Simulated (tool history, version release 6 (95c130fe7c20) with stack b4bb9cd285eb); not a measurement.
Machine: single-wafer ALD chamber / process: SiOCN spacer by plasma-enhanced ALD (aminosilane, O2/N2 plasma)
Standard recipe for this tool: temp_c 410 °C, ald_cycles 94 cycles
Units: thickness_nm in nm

| run | hour | temp_c | ald_cycles | read-back reference wafer on the same gauge, thickness_nm | thickness_nm |
|---|---|---|---|---|---|
| 1 | 0.0 | 410 | 83 | 6.861 | 5.180 |
| 2 | 14.4 | 410 | 83 | 6.846 | 5.195 |
| 3 | 24.0 | 410 | 83 | 6.852 | 5.188 |
| 4 | 38.1 | 415 | 88 | 6.844 | 5.378 |
| 5 | 54.1 | 415 | 88 | 6.837 | 5.412 |
| 6 | 61.7 | 415 | 88 | 6.837 | 5.391 |
| 7 | 70.5 | 410 | 104 | 6.840 | 6.477 |
| 8 | 85.7 | 410 | 104 | 6.835 | 6.460 |
| 9 | 95.1 | 410 | 104 | 6.830 | 6.484 |
| 10 | 105.9 | 410 | 88 | 6.830 | 5.485 |
| 11 | 117.1 | 410 | 90 | 6.824 | 5.617 |
| 12 | 123.2 | 403 | 108 | 6.822 | 6.863 |
| 13 | 134.3 | 403 | 108 | 6.820 | 6.865 |
| 14 | 148.9 | 418 | 84 | 6.812 | 5.076 |
|  | 161.4 | thermocouple changed; heater temperature recalibrated |
| 15 | 161.9 | 418 | 84 | 6.821 | 5.070 |
| 16 | 169.7 | 418 | 84 | 6.807 | 5.073 |
| 17 | 177.5 | 406 | 94 | 6.811 | 5.923 |
| 18 | 207.3 | 406 | 94 | 6.806 | 5.918 |
|  | 210.3 | gauge calibrated |
| 19 | 224.4 | 406 | 94 | 6.882 | 5.988 |
| 20 | 238.2 | 410 | 94 | 6.883 | 5.877 |
| 21 | 245.9 | 410 | 88 | 6.883 | 5.537 |
| 22 | 280.9 | 422 | 94 | 6.862 | 5.672 |
| 23 | 296.0 | 395 | 99 | 6.870 | 6.404 |
| 24 | 309.3 | 410 | 94 | 6.868 | 5.887 |
| 25 | 315.8 | 410 | 94 | 6.854 | 5.870 |
| 26 | 322.5 | 398 | 77 | 6.860 | 4.952 |
| 27 | 331.8 | 410 | 94 | 6.856 | 5.863 |
| 28 | 347.3 | 410 | 107 | 6.853 | 6.684 |
| 29 | 355.8 | 417 | 94 | 6.848 | 5.731 |
| 30 | 370.0 | 400 | 111 | 6.849 | 7.155 |
| 31 | 376.3 | 396 | 99 | 6.839 | 6.374 |
| 32 | 392.3 | 423 | 112 | 6.843 | 6.704 |
| 33 | 406.6 | 423 | 84 | 6.836 | 5.030 |
| 34 | 412.9 | 410 | 94 | 6.835 | 5.849 |
| 35 | 424.8 | 405 | 108 | 6.833 | 6.823 |
| 36 | 433.0 | 410 | 94 | 6.828 | 5.862 |
| 37 | 440.2 | 410 | 81 | 6.833 | 5.024 |
| 38 | 457.6 | 410 | 94 | 6.830 | 5.828 |
| 39 | 468.1 | 410 | 83 | 6.812 | 5.161 |
| 40 | 478.7 | 402 | 85 | 6.812 | 5.425 |
| 41 | 532.4 | 405 | 105 | 6.799 | 6.633 |

For each run, the measured value with the value that run would have given without the tool's hidden condition subtracted. The run-to-run variation is shared by both, the gauge scatter possibly not:
The hidden state here: wafer temperature above the value expected at the setpoint (K); gauge reads high (%).
| run | thickness_nm |
|---|---|
| 1 | -0.034 |
| 2 | -0.037 |
| 3 | -0.039 |
| 4 | -0.043 |
| 5 | -0.047 |
| 6 | -0.048 |
| 7 | -0.061 |
| 8 | -0.064 |
| 9 | -0.067 |
| 10 | -0.060 |
| 11 | -0.063 |
| 12 | -0.079 |
| 13 | -0.083 |
| 14 | -0.064 |
| 15 | -0.067 |
| 16 | -0.068 |
| 17 | -0.081 |
| 18 | -0.089 |
| 19 | -0.012 |
| 20 | -0.015 |
| 21 | -0.015 |
| 22 | -0.023 |
| 23 | -0.031 |
| 24 | -0.031 |
| 25 | -0.033 |
| 26 | -0.029 |
| 27 | -0.037 |
| 28 | -0.046 |
| 29 | -0.042 |
| 30 | -0.055 |
| 31 | -0.051 |
| 32 | -0.059 |
| 33 | -0.047 |
| 34 | -0.056 |
| 35 | -0.068 |
| 36 | -0.061 |
| 37 | -0.054 |
| 38 | -0.067 |
| 39 | -0.061 |
| 40 | -0.067 |
| 41 | -0.096 |
